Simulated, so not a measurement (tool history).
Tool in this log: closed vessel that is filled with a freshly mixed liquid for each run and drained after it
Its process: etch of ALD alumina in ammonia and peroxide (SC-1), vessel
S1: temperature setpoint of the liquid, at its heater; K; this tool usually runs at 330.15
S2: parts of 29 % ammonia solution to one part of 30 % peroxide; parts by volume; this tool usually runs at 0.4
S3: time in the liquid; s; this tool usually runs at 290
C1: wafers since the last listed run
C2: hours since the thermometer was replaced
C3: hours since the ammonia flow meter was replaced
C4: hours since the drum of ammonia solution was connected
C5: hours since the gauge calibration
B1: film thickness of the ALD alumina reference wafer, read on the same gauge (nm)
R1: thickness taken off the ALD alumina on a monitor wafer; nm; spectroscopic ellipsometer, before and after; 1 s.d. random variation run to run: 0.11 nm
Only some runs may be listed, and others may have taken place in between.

run,hour,S1,S2,S3,C1,C2,C3,C4,C5,B1,R1
1,0,330.15,0.4,290,0,2229.4,1363.3,528.6,112.7,119.99,20.71
2,13.7,330.15,0.4,290,1644,2243.1,1377,542.3,126.4,120,20.6
3,22.2,330.15,0.4,290,1020,2251.6,1385.5,550.8,134.9,119.99,20.97
4,32.9,330.15,0.4,290,1284,2262.3,1396.2,561.5,145.6,119.99,20.74
5,47.4,330.15,0.4,215,1740,2276.8,1410.7,576,160.1,120,15.38
6,53.9,330.15,0.4,215,780,2283.3,1417.2,582.5,166.6,120.02,15.38
7,69.3,330.15,0.4,165,1848,2298.7,1432.6,597.9,182,119.99,11.83
8,83,330.15,0.55,240,1644,2312.4,1446.3,611.6,195.7,120,17.69
9,89.1,321.65,0.2,115,732,2318.5,1452.4,617.7,201.8,120.01,4.98
10,104.2,335.65,0.5,160,1812,2333.6,1467.5,632.8,216.9,119.99,15.48
11,121.7,330.15,0.4,290,2100,2351.1,1485,650.3,234.4,120,21.03
12,128.6,330.15,0.4,215,828,2358,1491.9,657.2,241.3,120.01,15.53
13,136,330.15,0.4,290,888,2365.4,1499.3,664.6,248.7,120,21
14,145.7,330.15,0.4,290,1164,2375.1,1509,674.3,258.4,119.96,20.62
# hour 157.5: ammonia flow meter replaced
15,160.4,326.15,0.35,425,1644,2389.8,2.9,689,273.1,120.01,24.57
# hour 173.8: gauge calibrated
16,176.1,322.65,0.55,380,1884,2405.5,18.6,704.7,2.3,120.01,19.11
17,189.5,339.15,0.25,370,1608,2418.9,32,718.1,15.7,120,39.8
# hour 194: new drum of ammonia solution connected
18,203.7,321.65,0.2,115,1584,2433.1,46.2,9.7,29.9,120,4.95
19,214.5,330.15,0.45,420,1296,2443.9,57,20.5,40.7,119.98,30.94
# hour 222.4: thermometer replaced
20,228,330.15,0.3,290,1500,5.6,70.5,34,54.2,119.98,17.62
21,242.3,330.15,0.25,290,1716,19.9,84.8,48.3,68.5,119.97,17.44
22,255.7,330.15,0.4,115,1608,33.3,98.2,61.7,81.9,119.99,7.26
23,272.6,326.15,0.55,195,2028,50.2,115.1,78.6,98.8,119.99,10.14
24,278.8,324.65,0.55,350,744,56.4,121.3,84.8,105,120,16.88
25,292.3,330.15,0.4,450,1620,69.9,134.8,98.3,118.5,120.01,28.27
26,305,324.65,0.55,350,1524,82.6,147.5,111,131.2,119.99,16.94
27,316.5,330.15,0.4,290,1380,94.1,159,122.5,142.7,120.03,18.32
28,332.9,330.15,0.4,290,1968,110.5,175.4,138.9,159.1,120.01,18.42

The logged runs with the hidden state left out (each run's random variation unchanged):
The tool's hidden condition here consists of: liquid hotter than its thermometer reads (K); ammonia flow above the setpoint (%); ammonia solution weaker than its label (%); gauge reads high (%).
run,R1
1,18.1
2,17.98
3,18.3
4,18.09
5,13.41
6,13.4
7,10.3
8,15.4
9,4.29
10,13.52
11,18.25
12,13.48
13,18.21
14,17.87
15,21.19
16,16.4
17,34.71
18,4.24
19,26.71
20,17.58
21,17.38
22,7.23
23,10.09
24,16.79
25,28.09
26,16.82
27,18.18
28,18.27
